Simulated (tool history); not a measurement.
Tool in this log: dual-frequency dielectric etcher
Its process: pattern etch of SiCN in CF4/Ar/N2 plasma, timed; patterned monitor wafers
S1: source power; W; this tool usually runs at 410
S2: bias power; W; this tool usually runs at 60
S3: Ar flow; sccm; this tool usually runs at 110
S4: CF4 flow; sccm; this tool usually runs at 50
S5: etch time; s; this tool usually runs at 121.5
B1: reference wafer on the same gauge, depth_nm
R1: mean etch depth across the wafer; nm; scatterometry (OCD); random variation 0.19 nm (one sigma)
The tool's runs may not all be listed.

run,hour,S1,S2,S3,S4,S5,B1,R1
1,0.0,410,60,110,50,121.5,85.2,79.1
2,66.6,410,60,110,50,121.5,85.2,79.1
3,103.3,410,60,110,50,121.5,85.2,79.4
4,142.5,410,60,110,50,121.5,85.2,79.3
5,225.8,410,60,110,50,121.5,85.2,79.5
6,263.2,410,60,110,50,121.5,85.2,79.2
7,364.9,410,60,110,50,121.5,85.2,79.4
8,407.7,410,60,110,50,114.0,85.2,74.6
9,475.5,440,60,128,50,121.5,85.2,83.0
10,658.7,410,60,110,50,121.5,85.2,79.2
11,765.8,410,60,110,50,121.5,85.2,79.1
12,842.5,410,64,97,50,121.5,85.2,82.6
13,943.5,410,47,97,50,121.5,85.2,73.4
14,993.2,330,60,110,45,134.0,85.3,70.2
15,1033.2,340,60,110,50,121.5,85.2,66.7
16,1106.9,410,60,134,43,146.5,85.2,90.6
17,1146.3,410,46,110,50,121.5,85.2,71.4
18,1251.1,410,60,110,50,135.0,85.2,88.0
19,1288.2,410,60,110,40,121.5,85.2,75.8
20,1356.9,350,74,92,50,151.0,85.2,94.2
21,1410.6,410,49,99,50,121.5,85.2,73.9

Not shown: 10 entries that the log had between the listed runs. Between which runs, and how does the tool's hidden state differ before and after?
In the gap between runs 4 and 5: upper electrode replaced (hour 219.2); wet clean of the chamber (hour 225.2)
  both runs share identical hidden conditions
In the gap between runs 9 and 10: wet clean of the chamber (hour 582.8)
  both runs share identical hidden conditions
In the gap between runs 10 and 11: CF4 flow controller replaced (hour 668.6); bias power generator calibrated (hour 686.3); gauge calibrated (hour 741.2)
  both runs share identical hidden conditions
In the gap between runs 11 and 12: source power generator calibrated (hour 820.9); Ar flow controller replaced (hour 829.0)
  both runs share identical hidden conditions
In the gap between runs 12 and 13: wet clean of the chamber (hour 908.9)
  both runs share identical hidden conditions
In the gap between runs 18 and 19: wet clean of the chamber (hour 1276.9)
  both runs share identical hidden conditions
